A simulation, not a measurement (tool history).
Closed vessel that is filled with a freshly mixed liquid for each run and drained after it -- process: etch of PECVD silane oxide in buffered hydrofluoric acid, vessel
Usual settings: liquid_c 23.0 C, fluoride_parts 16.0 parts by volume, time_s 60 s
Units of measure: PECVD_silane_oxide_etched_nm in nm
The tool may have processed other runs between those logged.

run	hour	liquid_c	fluoride_parts	time_s	read-back film thickness of the PECVD silane oxide reference wafer, read on the same gauge (nm)	PECVD_silane_oxide_etched_nm
1	0.0	23.0	16.0	60	40.00	108.99
2	16.4	21.0	16.0	60	40.00	97.67
3	26.4	21.0	16.0	60	40.00	96.55
4	41.4	24.5	16.0	60	39.98	116.16
5	49.9	23.0	13.0	60	39.99	133.47
6	60.8	23.0	13.0	60	40.00	131.31
7	68.1	23.0	16.0	60	39.99	107.73
8	85.5	23.0	16.0	60	40.00	107.20
9	103.5	23.0	16.0	60	40.01	107.83
10	113.8	23.0	16.0	60	40.01	108.54
# hour 122.4: hydrofluoric acid flow meter replaced
11	126.6	23.0	16.0	60	40.01	115.96
# hour 139.8: thermometer replaced
12	142.8	23.0	16.0	60	39.98	116.35
13	150.1	24.5	16.0	60	40.00	126.07
14	166.2	19.0	19.0	85	39.99	110.99
15	173.4	25.5	14.0	30	39.99	76.13
16	185.8	23.0	16.0	75	40.00	144.09
17	193.5	27.5	13.0	30	39.99	90.62
18	209.9	23.0	16.0	60	39.99	116.25
19	226.1	20.5	21.5	60	40.02	76.48
20	237.3	27.5	16.0	85	40.00	209.12
21	247.1	23.0	19.0	60	39.97	96.95
# hour 248.9: gauge calibrated
22	253.4	23.0	16.0	85	40.00	164.24
23	270.8	23.0	21.0	60	40.00	89.96
24	286.3	23.0	16.0	60	40.00	114.99
25	293.8	21.5	16.0	45	40.01	80.07
26	310.9	23.0	16.0	60	40.00	114.19
27	328.5	23.0	16.0	60	40.01	115.84
28	345.0	23.0	16.0	60	40.02	114.79
29	357.0	21.5	14.0	75	39.99	150.57
30	373.9	27.0	16.0	95	40.00	224.29
31	382.5	19.0	16.0	60	39.99	90.75
32	390.5	21.5	14.0	90	40.01	179.90
33	403.0	27.5	16.0	60	40.00	147.44

A few steps of PECVD_silane_oxide_etched_nm between consecutive runs. Split each: what settings, incoming material and random variation would produce without the hidden state, and what is left over for the hidden state, along with gauge scatter present in only one of the two compared results (measured, and without hidden state):
Hidden state present: liquid hotter than its thermometer reads (K); hydrofluoric acid flow below the setpoint (%); gauge reads high (%).
Run 10 -> 11: hydrofluoric acid flow meter replaced. PECVD_silane_oxide_etched_nm +7.42 nm: hidden state +9.42, all else -2.00.
Run 19 -> 20: liquid_c 20.5 -> 27.5, fluoride_parts 21.5 -> 16.0, time_s 60 -> 85. PECVD_silane_oxide_etched_nm +132.64 nm: hidden state -1.96, all else +134.60.
Run 20 -> 21: liquid_c 27.5 -> 23.0, fluoride_parts 16.0 -> 19.0, time_s 85 -> 60. PECVD_silane_oxide_etched_nm -112.17 nm: hidden state +1.30, all else -113.47.
Run 30 -> 31: liquid_c 27.0 -> 19.0, time_s 95 -> 60. PECVD_silane_oxide_etched_nm -133.54 nm: hidden state +2.90, all else -136.44.
Run 31 -> 32: liquid_c 19.0 -> 21.5, fluoride_parts 16.0 -> 14.0, time_s 60 -> 90. PECVD_silane_oxide_etched_nm +89.15 nm: hidden state -2.13, all else +91.28.
